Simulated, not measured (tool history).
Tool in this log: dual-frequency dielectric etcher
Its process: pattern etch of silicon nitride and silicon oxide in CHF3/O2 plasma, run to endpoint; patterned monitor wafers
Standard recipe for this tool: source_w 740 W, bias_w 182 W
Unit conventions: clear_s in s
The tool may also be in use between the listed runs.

| run | hour | source_w | bias_w | incoming incoming film thickness, nm | clear_s |
|---|---|---|---|---|---|
| 1 | 0 | 740 | 182 | 273.4 | 159.4 |
| 2 | 20.4 | 740 | 182 | 276.4 | 161.1 |
| 3 | 53.6 | 740 | 182 | 276.4 | 160.2 |
| 4 | 70.7 | 740 | 182 | 273.1 | 157.9 |
| 5 | 95.3 | 740 | 182 | 276.4 | 160.4 |
| 6 | 114.5 | 740 | 182 | 272.8 | 157.5 |
| 7 | 158.3 | 700 | 182 | 273.3 | 168 |
| 8 | 158.7 | 700 | 182 | 275.2 | 169.9 |
| 9 | 185.5 | 740 | 160 | 273.8 | 167.3 |
| 10 | 207.1 | 740 | 160 | 273.4 | 167.7 |
| 11 | 226.4 | 740 | 182 | 276.6 | 164.2 |
| 12 | 253.5 | 680 | 199 | 274.9 | 166.9 |
| 13 | 275.5 | 740 | 202 | 274.7 | 156.9 |
| 14 | 301.7 | 740 | 182 | 274.5 | 162.2 |
| 15 | 315.5 | 850 | 219 | 272.3 | 142.8 |
| 16 | 334.2 | 740 | 195 | 274 | 157.5 |
| 17 | 366.8 | 740 | 182 | 276 | 162.1 |
| 18 | 399.4 | 820 | 218 | 274 | 143.5 |
| 19 | 417.6 | 810 | 182 | 275.2 | 152.3 |
| 20 | 452.3 | 740 | 182 | 273.7 | 158.1 |
| 21 | 484.7 | 600 | 200 | 273.1 | 174.5 |
| 22 | 503.1 | 740 | 182 | 274.2 | 158.9 |

Not shown here: 4 entries made in the log between runs. Locate each between two listed runs and compare the hidden state at the listed run before it with the hidden state at the listed run after it:
Logged between run 6 and run 7: wet clean of the chamber (hour 157.8)
  etch rate over this chamber's usual, %: 3.59 -> 0.182
  measured minus no-state result, clear_s: -5.7 -> -0.3 s
Logged between run 8 and run 9: source power generator calibrated (hour 163.6); upper electrode replaced (hour 185)
  etch rate over this chamber's usual, %: 0.186 -> 0.466
  measured minus no-state result, clear_s: -0.3 -> -0.8 s
Logged between run 11 and run 12: bias power generator calibrated (hour 253)
  etch rate over this chamber's usual, %: 0.892 -> 1.17
  measured minus no-state result, clear_s: -1.5 -> -2 s
